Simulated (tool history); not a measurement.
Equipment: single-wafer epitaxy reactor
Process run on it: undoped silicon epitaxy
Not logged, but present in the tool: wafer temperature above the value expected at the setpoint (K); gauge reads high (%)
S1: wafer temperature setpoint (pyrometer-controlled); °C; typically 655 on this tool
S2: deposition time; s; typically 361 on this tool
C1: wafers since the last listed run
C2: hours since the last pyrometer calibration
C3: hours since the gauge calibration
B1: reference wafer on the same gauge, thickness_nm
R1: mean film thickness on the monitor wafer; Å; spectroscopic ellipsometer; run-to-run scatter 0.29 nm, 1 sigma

Run 1, day 0: usual settings; C1 0; C2 2309.1; C3 197.8; B1 80.688. Result: R1 619.56 Å.
Run 2, day 0.721: usual settings; C1 102; C2 2326.4; C3 215.1; B1 80.489. Result: R1 622.59 Å.
Run 3, day 1.246: usual settings; C1 74; C2 2339; C3 227.7; B1 80.769. Result: R1 619.21 Å.
Run 4, day 1.512: usual settings; C1 38; C2 2345.4; C3 234.1; B1 80.807. Result: R1 618.23 Å.
Run 5, day 2: usual settings; C1 69; C2 2357.1; C3 245.8; B1 80.599. Result: R1 614.05 Å.
Run 6, day 2.575: usual settings but S1 645 °C; C1 82; C2 2370.9; C3 259.6; B1 80.719. Result: R1 480.92 Å.
Run 7, day 3.162: usual settings but S1 645 °C; C1 83; C2 2385; C3 273.7; B1 80.793. Result: R1 480.99 Å.
Run 8, day 3.583: usual settings but S2 395 s; C1 60; C2 2395.1; C3 283.8; B1 80.813. Result: R1 671.97 Å.
Run 9, day 5.6: usual settings; C1 287; C2 2443.5; C3 332.2; B1 80.921. Result: R1 621.33 Å.
Run 10, day 6.279: usual settings; C1 96; C2 2459.8; C3 348.5; B1 80.65. Result: R1 621.12 Å.
Run 11, day 6.921: usual settings; C1 91; C2 2475.2; C3 363.9; B1 80.79. Result: R1 616.66 Å.
Run 12, day 7.608: usual settings but S1 649 °C; C1 98; C2 2491.7; C3 380.4; B1 80.65. Result: R1 533.64 Å.
Run 13, day 8.196: usual settings but S1 641 °C, S2 406 s; C1 83; C2 2505.8; C3 394.5; B1 80.722. Result: R1 487.68 Å.
Run 14, day 10.296: usual settings but S1 648 °C; C1 299; C2 2556.2; C3 444.9; B1 80.656. Result: R1 521.1 Å.
At day 10.517: gauge calibrated.
Run 15, day 10.912: usual settings but S1 661 °C; C1 88; C2 2571; C3 9.5; B1 80.595. Result: R1 718.49 Å.
Run 16, day 11.35: usual settings; C1 62; C2 2581.5; C3 20; B1 80.78. Result: R1 621.67 Å.
At day 12: pyrometer calibrated.
Run 17, day 12.054: usual settings; C1 52; C2 1.3; C3 36.9; B1 80.657. Result: R1 726.22 Å.
Run 18, day 12.554: usual settings but S1 667 °C; C1 71; C2 13.3; C3 48.9; B1 80.625. Result: R1 967.4 Å.
Run 19, day 13.05: usual settings; C1 70; C2 25.2; C3 60.8; B1 80.567. Result: R1 724.49 Å.
Run 20, day 14.192: usual settings; C1 162; C2 52.6; C3 88.2; B1 80.669. Result: R1 718.92 Å.
Run 21, day 14.621: usual settings but S1 670 °C, S2 321 s; C1 61; C2 62.9; C3 98.5; B1 80.753. Result: R1 920.87 Å.
Run 22, day 15.108: usual settings but S1 664 °C, S2 330 s; C1 69; C2 74.6; C3 110.2; B1 80.615. Result: R1 817.45 Å.

What differs in the tool's unlogged condition from the final listed run ahead of each entry between runs to the first listed run following it?
Between runs 14 and 15: gauge calibrated (day 10.517)
  wafer temperature above the value expected at the setpoint (K): -5.79 -> -5.8
  what was measured, less what the result would be without the hidden state, R1: -81.79 -> -109.08 Å
Between runs 16 and 17: pyrometer calibrated (day 12)
  wafer temperature above the value expected at the setpoint (K): -5.8 -> 0.721
  what was measured, less what the result would be without the hidden state, R1: -95.96 -> +12.74 Å
